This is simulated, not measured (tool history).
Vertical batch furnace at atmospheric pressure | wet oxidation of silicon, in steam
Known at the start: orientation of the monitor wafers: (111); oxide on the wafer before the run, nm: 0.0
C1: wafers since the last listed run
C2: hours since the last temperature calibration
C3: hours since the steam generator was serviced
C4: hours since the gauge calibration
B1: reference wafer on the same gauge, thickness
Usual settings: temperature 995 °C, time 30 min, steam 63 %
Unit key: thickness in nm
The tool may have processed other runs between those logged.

{"run": 1, "hour": 0.0, "temperature": 995, "time": 30, "steam": 63, "C1": 0, "C2": 1040.2, "C3": 2100.3, "C4": 495, "B1": 252.06, "thickness": 215.48}
{"run": 2, "hour": 36.6, "temperature": 995, "time": 30, "steam": 63, "C1": 394, "C2": 1076.8, "C3": 2136.9, "C4": 531.6, "B1": 251.89, "thickness": 218.08}
{"hour": 71.6, "done": "gauge calibrated"}
{"run": 3, "hour": 99.2, "temperature": 995, "time": 30, "steam": 63, "C1": 675, "C2": 1139.4, "C3": 2199.5, "C4": 27.6, "B1": 252.23, "thickness": 215.99}
{"run": 4, "hour": 150.2, "temperature": 995, "time": 30, "steam": 63, "C1": 550, "C2": 1190.4, "C3": 2250.5, "C4": 78.6, "B1": 252.17, "thickness": 215.5}
{"run": 5, "hour": 192.7, "temperature": 995, "time": 30, "steam": 63, "C1": 458, "C2": 1232.9, "C3": 2293, "C4": 121.1, "B1": 252.11, "thickness": 215.41}
{"run": 6, "hour": 255.0, "temperature": 995, "time": 30, "steam": 63, "C1": 672, "C2": 1295.2, "C3": 2355.3, "C4": 183.4, "B1": 252.01, "thickness": 214.79}
{"run": 7, "hour": 296.2, "temperature": 995, "time": 30, "steam": 63, "C1": 444, "C2": 1336.4, "C3": 2396.5, "C4": 224.6, "B1": 251.73, "thickness": 214.04}
{"run": 8, "hour": 366.4, "temperature": 981, "time": 30, "steam": 63, "C1": 757, "C2": 1406.6, "C3": 2466.7, "C4": 294.8, "B1": 252.1, "thickness": 190.55}
{"run": 9, "hour": 430.8, "temperature": 981, "time": 30, "steam": 63, "C1": 695, "C2": 1471, "C3": 2531.1, "C4": 359.2, "B1": 252.16, "thickness": 190.38}
{"run": 10, "hour": 501.3, "temperature": 995, "time": 23.5, "steam": 66, "C1": 760, "C2": 1541.5, "C3": 2601.6, "C4": 429.7, "B1": 251.96, "thickness": 184.85}
{"hour": 561.0, "done": "steam generator serviced"}
{"run": 11, "hour": 561.5, "temperature": 995, "time": 30, "steam": 63, "C1": 390, "C2": 1601.7, "C3": 0.5, "C4": 489.9, "B1": 252.03, "thickness": 225.58}
{"run": 12, "hour": 578.2, "temperature": 995, "time": 30, "steam": 63, "C1": 180, "C2": 1618.4, "C3": 17.2, "C4": 506.6, "B1": 251.98, "thickness": 224.66}
{"run": 13, "hour": 626.3, "temperature": 995, "time": 30, "steam": 63, "C1": 519, "C2": 1666.5, "C3": 65.3, "C4": 554.7, "B1": 251.95, "thickness": 226.84}
{"hour": 651.1, "done": "gauge calibrated"}
{"run": 14, "hour": 668.4, "temperature": 995, "time": 42.5, "steam": 63, "C1": 454, "C2": 1708.6, "C3": 107.4, "C4": 17.3, "B1": 252.17, "thickness": 288.59}
{"hour": 714.1, "done": "thermocouples replaced and temperature profile calibrated"}
{"run": 15, "hour": 731.4, "temperature": 973, "time": 21.5, "steam": 59, "C1": 420, "C2": 17.3, "C3": 170.4, "C4": 80.3, "B1": 252.13, "thickness": 138.32}
{"run": 16, "hour": 771.9, "temperature": 986, "time": 30, "steam": 63, "C1": 437, "C2": 57.8, "C3": 210.9, "C4": 120.8, "B1": 251.94, "thickness": 209.69}
{"run": 17, "hour": 809.4, "temperature": 995, "time": 15, "steam": 63, "C1": 404, "C2": 95.3, "C3": 248.4, "C4": 158.3, "B1": 251.9, "thickness": 135.83}
{"run": 18, "hour": 862.7, "temperature": 995, "time": 30, "steam": 63, "C1": 575, "C2": 148.6, "C3": 301.7, "C4": 211.6, "B1": 252.1, "thickness": 223.65}
{"run": 19, "hour": 894.6, "temperature": 995, "time": 39.5, "steam": 66, "C1": 344, "C2": 180.5, "C3": 333.6, "C4": 243.5, "B1": 252.14, "thickness": 280.86}
{"run": 20, "hour": 928.8, "temperature": 986, "time": 30, "steam": 73, "C1": 369, "C2": 214.7, "C3": 367.8, "C4": 277.7, "B1": 252.19, "thickness": 231.91}
{"run": 21, "hour": 994.0, "temperature": 983, "time": 25.5, "steam": 58, "C1": 703, "C2": 279.9, "C3": 433, "C4": 342.9, "B1": 251.83, "thickness": 170.17}

Branching from run 21: 5 alternative next runs. What would each branch give?
{"run": "A", "hour": 999.4, "temperature": 995, "time": 30, "steam": 63, "C1": 58, "C2": 285.3, "C3": 438.4, "C4": 348.3, "B1": "?", "thickness": "?"}
{"run": "B", "hour": 999.4, "temperature": 977, "time": 30, "steam": 56, "C1": 58, "C2": 285.3, "C3": 438.4, "C4": 348.3, "B1": "?", "thickness": "?"}
{"run": "C", "hour": 999.4, "temperature": 1002, "time": 43.5, "steam": 74, "C1": 58, "C2": 285.3, "C3": 438.4, "C4": 348.3, "B1": "?", "thickness": "?"}
{"run": "D", "hour": 999.4, "temperature": 1002, "time": 30, "steam": 63, "C1": 58, "C2": 285.3, "C3": 438.4, "C4": 348.3, "B1": "?", "thickness": "?"}
{"run": "E", "hour": 999.4, "temperature": 971, "time": 22, "steam": 55, "C1": 58, "C2": 285.3, "C3": 438.4, "C4": 348.3, "B1": "?", "thickness": "?"}

run=A B1=252.25 thickness=224.31
run=B B1=252.25 thickness=177.54
run=C B1=252.25 thickness=337.03
run=D B1=252.25 thickness=236.35
run=E B1=252.25 thickness=130.23
Stripped of hidden state, with their random variation kept, the same runs would have yielded:
run=A thickness=225.62
run=B thickness=178.64
run=C thickness=338.84
run=D thickness=237.69
run=E thickness=131.09

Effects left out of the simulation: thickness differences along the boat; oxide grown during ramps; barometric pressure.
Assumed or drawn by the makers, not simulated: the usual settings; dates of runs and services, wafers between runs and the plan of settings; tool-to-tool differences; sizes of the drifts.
